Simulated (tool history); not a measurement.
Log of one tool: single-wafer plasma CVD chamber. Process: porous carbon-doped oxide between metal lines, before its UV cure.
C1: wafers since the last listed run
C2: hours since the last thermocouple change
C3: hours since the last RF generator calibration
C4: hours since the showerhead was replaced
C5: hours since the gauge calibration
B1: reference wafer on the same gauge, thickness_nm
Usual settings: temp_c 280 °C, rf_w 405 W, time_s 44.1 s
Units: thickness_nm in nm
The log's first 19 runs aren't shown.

run 20 day=16.629 | temp_c=287 rf_w=370 time_s=41.9 | C1=466 C2=297.6 C3=1296.7 C4=352.6 C5=288.1 | B1=241.306 | thickness_nm=175.322
run 21 day=17.571 | temp_c=290 rf_w=480 time_s=44.1 | C1=407 C2=320.2 C3=1319.3 C4=375.2 C5=310.7 | B1=241.363 | thickness_nm=218.201
run 22 day=18.321 | temp_c=294 rf_w=465 time_s=51.6 | C1=324 C2=338.2 C3=1337.3 C4=393.2 C5=328.7 | B1=241.206 | thickness_nm=241.793
run 23 day=19.575 | temp_c=280 rf_w=405 time_s=44.1 | C1=542 C2=368.3 C3=1367.4 C4=423.3 C5=358.8 | B1=241.272 | thickness_nm=206.238
-- day=20.596 RF generator calibrated
run 24 day=20.725 | temp_c=280 rf_w=405 time_s=44.1 | C1=353 C2=395.9 C3=3.1 C4=450.9 C5=386.4 | B1=241.305 | thickness_nm=215.330
run 25 day=21.362 | temp_c=280 rf_w=405 time_s=44.1 | C1=275 C2=411.2 C3=18.4 C4=466.2 C5=401.7 | B1=240.671 | thickness_nm=213.453
run 26 day=22.721 | temp_c=280 rf_w=430 time_s=44.1 | C1=587 C2=443.8 C3=51.0 C4=498.8 C5=434.3 | B1=241.203 | thickness_nm=223.142
run 27 day=23.783 | temp_c=280 rf_w=465 time_s=52.4 | C1=459 C2=469.3 C3=76.5 C4=524.3 C5=459.8 | B1=241.113 | thickness_nm=281.367
run 28 day=24.467 | temp_c=280 rf_w=405 time_s=44.1 | C1=295 C2=485.7 C3=92.9 C4=540.7 C5=476.2 | B1=241.018 | thickness_nm=214.942
run 29 day=25.408 | temp_c=280 rf_w=405 time_s=44.1 | C1=407 C2=508.3 C3=115.5 C4=563.3 C5=498.8 | B1=240.858 | thickness_nm=211.809
-- day=26.067 gauge calibrated
run 30 day=26.242 | temp_c=286 rf_w=405 time_s=39.2 | C1=360 C2=528.3 C3=135.5 C4=583.3 C5=4.2 | B1=240.779 | thickness_nm=183.401
run 31 day=27.638 | temp_c=280 rf_w=325 time_s=44.1 | C1=603 C2=561.8 C3=169.0 C4=616.8 C5=37.7 | B1=241.007 | thickness_nm=180.106
run 32 day=28.667 | temp_c=280 rf_w=350 time_s=44.1 | C1=445 C2=586.5 C3=193.7 C4=641.5 C5=62.4 | B1=240.781 | thickness_nm=190.768
run 33 day=29.675 | temp_c=280 rf_w=405 time_s=44.1 | C1=436 C2=610.7 C3=217.9 C4=665.7 C5=86.6 | B1=241.252 | thickness_nm=212.006
run 34 day=30.692 | temp_c=265 rf_w=470 time_s=44.1 | C1=439 C2=635.1 C3=242.3 C4=690.1 C5=111.0 | B1=241.015 | thickness_nm=257.949
run 35 day=31.442 | temp_c=280 rf_w=405 time_s=44.1 | C1=324 C2=653.1 C3=260.3 C4=708.1 C5=129.0 | B1=240.824 | thickness_nm=210.423

3 ways to go on from here, each from the tool as it stands after run 35. What would each give?
run A day=31.458 | temp_c=280 rf_w=405 time_s=37.4 | C1=7 C2=653.5 C3=260.7 C4=708.5 C5=129.4 | B1=? | thickness_nm=?
run B day=31.458 | temp_c=280 rf_w=405 time_s=35.9 | C1=7 C2=653.5 C3=260.7 C4=708.5 C5=129.4 | B1=? | thickness_nm=?
run C day=31.458 | temp_c=291 rf_w=405 time_s=48.5 | C1=7 C2=653.5 C3=260.7 C4=708.5 C5=129.4 | B1=? | thickness_nm=?

run=A B1=240.566 thickness_nm=180.689
run=B B1=240.566 thickness_nm=173.630
run=C B1=240.566 thickness_nm=217.865
Without the tool's hidden state the same runs would have given:
run=A thickness_nm=183.725
run=B thickness_nm=176.547
run=C thickness_nm=221.452
